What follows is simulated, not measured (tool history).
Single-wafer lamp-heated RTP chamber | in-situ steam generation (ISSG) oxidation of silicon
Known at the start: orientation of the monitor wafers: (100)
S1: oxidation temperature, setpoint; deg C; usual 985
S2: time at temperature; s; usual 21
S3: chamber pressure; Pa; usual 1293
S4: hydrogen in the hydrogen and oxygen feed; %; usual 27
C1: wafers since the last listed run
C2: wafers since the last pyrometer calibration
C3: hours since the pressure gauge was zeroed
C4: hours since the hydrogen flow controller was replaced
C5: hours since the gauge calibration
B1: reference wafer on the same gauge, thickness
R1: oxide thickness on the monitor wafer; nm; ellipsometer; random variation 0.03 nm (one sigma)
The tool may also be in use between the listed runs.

run,hour,S1,S2,S3,S4,C1,C2,C3,C4,C5,B1,R1
1,0,985,15,1293,27,0,4051,2933,1932.1,83.9,5.346,4.754
2,43.5,985,15,1293,27,639,4690,2976.5,1975.6,127.4,5.335,4.8
3,65.6,985,15,1293,27,325,5015,2998.6,1997.7,149.5,5.348,4.797
# hour 86.7: pyrometer window cleaned and pyrometer calibrated
4,94.9,985,21,1293,27,313,120,3027.9,2027,178.8,5.347,5.621
5,122.9,985,21,1293,27,411,532,3055.9,2055,206.8,5.334,5.631
6,143.7,985,21,1293,20,305,838,3076.7,2075.8,227.6,5.322,5.332
# hour 168.2: pressure gauge zeroed
7,176,985,21,1293,20,357,1195,7.8,2108.1,259.9,5.333,5.346
# hour 192.1: pyrometer window cleaned and pyrometer calibrated, repeated, since the last time left the tool worse
8,210.2,985,21,1293,20,385,265,42,2142.3,294.1,5.336,5.033
9,225.1,985,21,1293,27,219,484,56.9,2157.2,309,5.339,5.432
10,238.4,985,21,1293,27,195,680,70.2,2170.5,322.3,5.329,5.407
11,253.6,985,21,1293,27,223,903,85.4,2185.7,337.5,5.334,5.403
12,267,985,21,1360,27,197,1100,98.8,2199.1,350.9,5.346,5.334
13,285.4,985,21,1360,27,270,1371,117.2,2217.5,369.3,5.329,5.347
14,312.3,985,21,1293,27,395,1767,144.1,2244.4,396.2,5.328,5.424
15,346.9,1001,27,1360,18,508,2276,178.7,2279,430.8,5.349,5.953
16,367.2,1005,29,1360,32,298,2574,199,2299.3,451.1,5.352,7.042
17,380,985,21,1200,27,188,2762,211.8,2312.1,463.9,5.334,5.552
18,406.8,985,28,1360,27,394,3156,238.6,2338.9,490.7,5.342,6.154
19,427.5,985,19,1360,17,304,3461,259.3,2359.6,511.4,5.338,4.691
# hour 445.6: hydrogen flow controller replaced
20,452.9,990,27,1293,30,255,3717,284.7,7.3,536.8,5.349,6.474
# hour 478.3: gauge calibrated
21,483.8,985,21,1347,22,454,4171,315.6,38.2,5.5,5.334,5.289
22,498.3,985,27,1293,27,213,4385,330.1,52.7,20,5.348,6.218
23,528.1,996,21,1360,17,438,4823,359.9,82.5,49.8,5.354,5.176
24,540.2,985,21,1293,27,177,5001,372,94.6,61.9,5.342,5.513
25,553.3,985,21,1293,27,192,5193,385.1,107.7,75,5.355,5.499
# hour 567.7: pyrometer window cleaned and pyrometer calibrated
26,574.8,985,21,1293,27,198,104,406.6,129.2,96.5,5.349,5.398
27,587.7,985,15,1293,20,189,294,419.5,142.1,109.4,5.332,4.354
28,613.6,985,21,1293,21,380,675,445.4,168,135.3,5.343,5.098
29,648.3,1005,21,1293,27,510,1185,480.1,202.7,170,5.326,5.858
30,664.1,966,21,1293,30,232,1417,495.9,218.5,185.8,5.341,5.178

Hidden state at the last listed run before each entry between runs and at the first one after, where it differs:
Between runs 3 and 4: pyrometer window cleaned and pyrometer calibrated (hour 86.7)
  true wafer temperature minus pyrometer reading, K: 6.32 -> 11.4
  measured less the result without the state, R1: +0.104 -> +0.246 nm
Between runs 6 and 7: pressure gauge zeroed (hour 168.2)
  true wafer temperature minus pyrometer reading, K: 12.2 -> 12.8
  measured less the result without the state, R1: +0.249 -> +0.261 nm
Between runs 7 and 8: pyrometer window cleaned and pyrometer calibrated, repeated, since the last time left the tool worse (hour 192.1)
  true wafer temperature minus pyrometer reading, K: 12.8 -> 0.914
  measured less the result without the state, R1: +0.261 -> +0.018 nm
Between runs 19 and 20: hydrogen flow controller replaced (hour 445.6)
  true wafer temperature minus pyrometer reading, K: 4.49 -> 4.91
  measured less the result without the state, R1: +0.077 -> +0.133 nm
Between runs 20 and 21: gauge calibrated (hour 478.3)
  true wafer temperature minus pyrometer reading, K: 4.91 -> 5.41
  measured less the result without the state, R1: +0.133 -> +0.108 nm
Between runs 25 and 26: pyrometer window cleaned and pyrometer calibrated (hour 567.7)
  true wafer temperature minus pyrometer reading, K: 6.56 -> 1.1
  measured less the result without the state, R1: +0.137 -> +0.023 nm
